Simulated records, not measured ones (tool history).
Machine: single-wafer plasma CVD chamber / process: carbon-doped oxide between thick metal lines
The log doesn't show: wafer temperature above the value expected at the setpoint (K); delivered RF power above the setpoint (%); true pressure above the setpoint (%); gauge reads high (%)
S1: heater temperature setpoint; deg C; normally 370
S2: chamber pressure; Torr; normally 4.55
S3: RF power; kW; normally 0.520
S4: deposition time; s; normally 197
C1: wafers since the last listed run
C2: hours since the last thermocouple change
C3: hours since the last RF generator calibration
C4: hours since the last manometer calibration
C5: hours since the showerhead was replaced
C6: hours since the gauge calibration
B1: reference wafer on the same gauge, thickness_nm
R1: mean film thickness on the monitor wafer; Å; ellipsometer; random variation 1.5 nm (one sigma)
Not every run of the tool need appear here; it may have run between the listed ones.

run,hour,S1,S2,S3,S4,C1,C2,C3,C4,C5,C6,B1,R1
1,0.0,370,4.94,0.520,197,0,1810.8,2092.8,2449.1,5399.1,147.0,964.518,10016.38
2,8.7,370,4.55,0.585,197,51,1819.5,2101.5,2457.8,5407.8,155.7,964.013,10592.66
# hour 12.7: gauge calibrated
3,24.9,370,4.55,0.585,197,95,1835.7,2117.7,2474.0,5424.0,12.2,961.202,10549.31
4,41.1,370,4.55,0.520,197,95,1851.9,2133.9,2490.2,5440.2,28.4,962.519,9794.80
5,58.4,370,4.55,0.520,174,102,1869.2,2151.2,2507.5,5457.5,45.7,963.110,8710.95
# hour 70.7: thermocouple changed; heater temperature recalibrated
6,71.2,370,4.55,0.520,174,28,0.5,2164.0,2520.3,5470.3,58.5,963.897,8713.82
7,86.6,370,4.55,0.520,197,91,15.9,2179.4,2535.7,5485.7,73.9,965.057,9869.42
# hour 100.8: RF generator calibrated
8,101.3,370,4.55,0.520,197,39,30.6,0.5,2550.4,5500.4,88.6,965.134,9864.45
9,107.0,370,4.55,0.520,197,33,36.3,6.2,2556.1,5506.1,94.3,965.122,9851.40
10,116.3,363,3.74,0.610,213,54,45.6,15.5,2565.4,5515.4,103.6,965.181,11420.78
# hour 137.9: showerhead replaced
11,138.4,365,3.46,0.520,186,83,67.7,37.6,2587.5,0.5,125.7,965.148,8909.44
12,143.3,370,4.02,0.455,197,28,72.6,42.5,2592.4,5.4,130.6,965.341,8832.50
# hour 152.9: capacitance manometer re-zeroed and calibrated
13,153.4,364,5.15,0.520,170,12,82.7,52.6,0.5,15.5,140.7,966.299,8836.12
# hour 159.5: gauge calibrated
14,166.9,370,4.55,0.520,197,79,96.2,66.1,14.0,29.0,7.4,959.509,9794.28
15,174.9,357,4.55,0.520,197,47,104.2,74.1,22.0,37.0,15.4,959.922,10058.39
16,183.0,370,4.55,0.620,182,47,112.3,82.2,30.1,45.1,23.5,961.476,10093.15
17,199.3,370,4.55,0.585,197,96,128.6,98.5,46.4,61.4,39.8,962.465,10520.03
18,205.6,364,4.55,0.465,184,37,134.9,104.8,52.7,67.7,46.1,962.531,8658.51

Measured less the same run without the tool's hidden state. The same run-to-run variation is in both; the gauge's scatter may not be:
run,R1
1,+57.85
2,+61.66
3,+25.43
4,+36.67
5,+41.32
6,+46.00
7,+56.84
8,+60.10
9,+61.04
10,+72.43
11,+58.72
12,+58.57
13,+59.24
14,+5.66
15,+13.80
16,+20.68
17,+32.67
18,+29.66
